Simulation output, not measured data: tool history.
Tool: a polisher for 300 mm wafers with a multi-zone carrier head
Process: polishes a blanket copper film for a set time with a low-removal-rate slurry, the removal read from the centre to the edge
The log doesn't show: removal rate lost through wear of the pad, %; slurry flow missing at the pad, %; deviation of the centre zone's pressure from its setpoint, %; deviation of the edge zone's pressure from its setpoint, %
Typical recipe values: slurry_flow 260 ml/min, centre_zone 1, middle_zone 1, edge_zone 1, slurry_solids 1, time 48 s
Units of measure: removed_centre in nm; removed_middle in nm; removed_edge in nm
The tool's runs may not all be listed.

run   hour  slurry_flow  centre_zone  middle_zone  edge_zone  slurry_solids  time  wafers since the last listed run  wafers polished on this pad  hours since the slurry nozzle was cleaned  hours since the centre zone pressure was calibrated  hours since the edge zone pressure was calibrated  hours since the carrier head's membrane was replaced  incoming thickness of the incoming film, nm  removed_centre  removed_middle  removed_edge
  1      0          260            1            1          1              1    48                                 0                          687                                      428.6                                                751.3                                              485.5                                                 257.4                                        625.3           108.4           114.7         110.6
  2   12.7          295            1            1          1              1    48                                79                          766                                      441.3                                                  764                                              498.2                                                 270.1                                          613           109.1           112.7         111.1
      26.8  -- worn pad replaced by a new one
  3   27.3          260            1            1          1              1    48                                66                            3                                      455.9                                                778.6                                              512.8                                                 284.7                                        616.9           119.2           120.6         120.8
      35.6  -- slurry nozzle cleaned
  4   45.8          260            1            1          1              1    48                               109                          112                                       10.2                                                797.1                                              531.3                                                 303.2                                        615.5           116.1           117.4         116.1
  5   60.6          280            1         0.91          1              1    48                                92                          204                                         25                                                811.9                                              546.1                                                   318                                        619.9           114.6             107         114.5
  6  129.5          280            1         0.91          1              1    48                               429                          634                                       93.9                                                880.8                                                615                                                 386.9                                        615.7           109.7           104.9         111.2
     152.3  -- edge zone pressure recalibrated
     158.9  -- worn pad replaced by a new one
  7  159.4          280            1         0.91          1              1    48                               148                            3                                      123.8                                                910.7                                                7.1                                                 416.8                                          628           117.5           111.9         119.6
  8  179.7          260            1            1          1              1    48                               126                          129                                      144.1                                                  931                                               27.4                                                 437.1                                        630.7             113           116.1         114.9
     205.5  -- centre zone pressure recalibrated
  9  208.5          260            1            1          1              1    48                               167                          296                                      172.9                                                    3                                               56.2                                                 465.9                                        627.4           110.6           113.8           112
     238.4  -- carrier head's membrane replaced by a new one
 10  243.8          260            1            1          1              1    48                               188                          485                                      208.2                                                 38.3                                               91.5                                                   5.4                                          620           107.9           112.1         109.5
 11  277.4          260            1            1          1            1.3    48                               209                          695                                      241.8                                                 71.9                                              125.1                                                    39                                        621.2           112.1             116         113.3
 12  293.3          325         1.03            1          1              1    57                                99                          794                                      257.7                                                 87.8                                                141                                                  54.9                                        629.8           132.9           131.8         131.6
     300.9  -- worn pad replaced by a new one, of another model than before
 13  326.3          260            1            1          1              1    48                               180                          158                                      290.7                                                120.8                                                174                                                  87.9                                        622.2           115.5           120.4         115.8
 14  362.1          260            1            1          1              1    48                               223                          381                                      326.5                                                156.6                                              209.8                                                 123.7                                        609.7           111.9           115.8         113.6
 15  396.1          260            1            1       1.07              1    48                               211                          593                                      360.5                                                190.6                                              243.8                                                 157.7                                          617           111.2           112.7         115.5
       411  -- slurry nozzle cleaned
 16  431.5          185            1         1.03       0.93              1    48                               214                          808                                       20.5                                                  226                                              279.2                                                 193.1                                        620.4           106.7           113.4         104.9
 17  444.8          260            1         1.07       0.93           1.25    48                                82                          890                                       33.8                                                239.3                                              292.5                                                 206.4                                          623           114.2           122.4         109.7
     453.1  -- worn pad replaced by a new one
 18    465          260         0.88            1       0.96            1.3    37                               100                           74                                         54                                                259.5                                              312.7                                                 226.6                                        625.7            84.5            95.9          93.3
 19  491.8          260            1            1          1              1    48                               167                          241                                       80.8                                                286.3                                              339.5                                                 253.4                                        623.5             114           117.3         115.1
 20  510.4          260            1            1       0.91              1    48                               115                          357                                       99.4                                                304.9                                              358.1                                                   272                                        621.2           112.6             115         106.4
 21  536.9          260         1.09            1          1              1    33                               165                          522                                      125.9                                                331.4                                              384.6                                                 298.5                                        619.3            81.7            77.7          77.3
 22  571.3          180         0.96            1          1              1    48                               214                          736                                      160.3                                                365.8                                                419                                                 332.9                                        622.9           102.2           111.3         107.3

Below are 3 alternative next runs, each starting from the tool's condition after run 22. Predict each:
  A  571.7          260            1            1          1              1    37                                 2                          739                                      160.7                                                366.2                                              419.4                                                 333.3                                        618.7               ?               ?             ?
  B  571.7          320            1         1.03       0.95              1    48                                 2                          739                                      160.7                                                366.2                                              419.4                                                 333.3                                        618.7               ?               ?             ?
  C  571.7          260            1            1          1           1.15    48                                 2                          739                                      160.7                                                366.2                                              419.4                                                 333.3                                        618.7               ?               ?             ?

run  removed_centre  removed_middle  removed_edge
  A            84.2            87.4            86
  B           111.1           117.9           110
  C           111.8           115.9         114.1
With no hidden state in the tool, these same runs would have given:
run  removed_centre  removed_middle  removed_edge
  A            92.8            96.2          94.7
  B           122.4           129.9         121.2
  C           123.1           127.7         125.6

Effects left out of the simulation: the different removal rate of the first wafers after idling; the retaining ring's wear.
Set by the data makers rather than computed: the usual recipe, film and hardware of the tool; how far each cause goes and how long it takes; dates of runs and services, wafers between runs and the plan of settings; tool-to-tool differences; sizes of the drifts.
